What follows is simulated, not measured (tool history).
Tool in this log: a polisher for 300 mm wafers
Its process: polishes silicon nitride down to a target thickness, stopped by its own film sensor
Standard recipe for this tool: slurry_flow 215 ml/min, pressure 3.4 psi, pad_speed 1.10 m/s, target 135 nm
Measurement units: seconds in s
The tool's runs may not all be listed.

| run | day | slurry_flow | pressure | pad_speed | target | wafers since the last listed run | wafers polished on this pad | hours since the slurry nozzle was cleaned | hours since the head pressure was calibrated | incoming thickness of the incoming film, nm | seconds |
|---|---|---|---|---|---|---|---|---|---|---|---|
| 1 | 0.000 | 215 | 3.4 | 1.10 | 148 | 0 | 361 | 425.3 | 1.6 | 254.6 | 71.6 |
| 2 | 2.404 | 215 | 3.4 | 1.10 | 148 | 635 | 997 | 483.0 | 59.3 | 250.2 | 67.8 |
| 3 | 4.954 | 215 | 3.4 | 1.10 | 148 | 673 | 1671 | 544.2 | 120.5 | 253.2 | 70.3 |
| 4 | 7.850 | 215 | 2.9 | 1.10 | 135 | 765 | 2436 | 613.7 | 190.0 | 245.3 | 86.6 |
|  | 9.321 | worn pad replaced by a new one |
| 5 | 9.812 | 215 | 2.9 | 1.10 | 135 | 474 | 129 | 660.8 | 237.1 | 248.6 | 90.0 |
| 6 | 11.467 | 215 | 3.4 | 1.10 | 135 | 437 | 566 | 700.5 | 276.8 | 252.6 | 80.0 |
| 7 | 12.517 | 215 | 3.4 | 1.10 | 135 | 277 | 844 | 725.7 | 302.0 | 249.7 | 78.2 |
| 8 | 15.046 | 215 | 3.4 | 1.10 | 109 | 668 | 1512 | 786.4 | 362.7 | 245.7 | 95.0 |
|  | 17.912 | worn pad replaced by a new one |
| 9 | 17.933 | 215 | 3.4 | 1.10 | 109 | 719 | 5 | 855.7 | 432.0 | 252.9 | 102.5 |
| 10 | 19.150 | 215 | 2.6 | 1.10 | 164 | 321 | 327 | 884.9 | 461.2 | 252.3 | 81.3 |
| 11 | 20.442 | 215 | 2.6 | 1.10 | 164 | 341 | 668 | 915.9 | 492.2 | 254.9 | 80.8 |
| 12 | 22.117 | 215 | 4.1 | 1.10 | 135 | 442 | 1111 | 956.1 | 532.4 | 247.9 | 64.7 |
|  | 23.233 | slurry nozzle cleaned |
| 13 | 24.888 | 215 | 3.4 | 1.10 | 135 | 721 | 1832 | 39.7 | 598.9 | 249.9 | 78.8 |
|  | 25.862 | head pressure recalibrated |
|  | 27.750 | worn pad replaced by a new one |
| 14 | 27.771 | 160 | 4.1 | 1.30 | 153 | 696 | 5 | 108.9 | 45.8 | 247.6 | 47.1 |
| 15 | 30.679 | 215 | 4.3 | 0.92 | 135 | 768 | 774 | 178.7 | 115.6 | 249.7 | 70.7 |
| 16 | 33.121 | 215 | 3.4 | 1.26 | 159 | 645 | 1419 | 237.3 | 174.2 | 250.2 | 54.5 |
| 17 | 34.762 | 215 | 3.4 | 1.10 | 135 | 433 | 1853 | 276.7 | 213.6 | 253.8 | 79.9 |
| 18 | 36.512 | 190 | 3.4 | 0.82 | 135 | 462 | 2316 | 318.7 | 255.6 | 249.0 | 98.9 |
|  | 37.158 | worn pad replaced by a new one |
| 19 | 38.008 | 215 | 3.4 | 1.10 | 135 | 351 | 225 | 354.6 | 291.5 | 250.3 | 77.5 |
| 20 | 39.100 | 215 | 3.4 | 1.10 | 135 | 288 | 513 | 380.8 | 317.7 | 249.4 | 76.0 |
| 21 | 40.617 | 215 | 2.8 | 1.32 | 163 | 400 | 914 | 417.2 | 354.1 | 250.8 | 61.3 |
| 22 | 42.429 | 215 | 3.4 | 0.98 | 135 | 479 | 1393 | 460.7 | 397.6 | 245.2 | 83.0 |
| 23 | 44.129 | 155 | 3.4 | 1.10 | 135 | 449 | 1842 | 501.5 | 438.4 | 250.0 | 84.4 |
|  | 46.342 | worn pad replaced by a new one |
| 24 | 46.946 | 170 | 4.6 | 1.46 | 173 | 700 | 159 | 569.1 | 506.0 | 248.3 | 32.1 |

What if the next run were any one of these 5? Each begins from the tool's condition after run 24:
| A | 46.962 | 160 | 3.4 | 1.10 | 135 | 4 | 163 | 569.5 | 506.4 | 249.2 | ? |
| B | 46.962 | 215 | 3.4 | 1.28 | 135 | 4 | 163 | 569.5 | 506.4 | 249.2 | ? |
| C | 46.962 | 215 | 3.4 | 0.92 | 135 | 4 | 163 | 569.5 | 506.4 | 249.2 | ? |
| D | 46.962 | 215 | 4.6 | 1.24 | 102 | 4 | 163 | 569.5 | 506.4 | 249.2 | ? |
| E | 46.962 | 215 | 4.2 | 0.74 | 135 | 4 | 163 | 569.5 | 506.4 | 249.2 | ? |

| run | seconds |
|---|---|
| A | 83.1 |
| B | 70.2 |
| C | 91.4 |
| D | 68.6 |
| E | 88.1 |
Without the tool's unlogged condition, the same runs would have read:
| run | seconds |
|---|---|
| A | 79.6 |
| B | 67.2 |
| C | 87.5 |
| D | 65.7 |
| E | 84.3 |

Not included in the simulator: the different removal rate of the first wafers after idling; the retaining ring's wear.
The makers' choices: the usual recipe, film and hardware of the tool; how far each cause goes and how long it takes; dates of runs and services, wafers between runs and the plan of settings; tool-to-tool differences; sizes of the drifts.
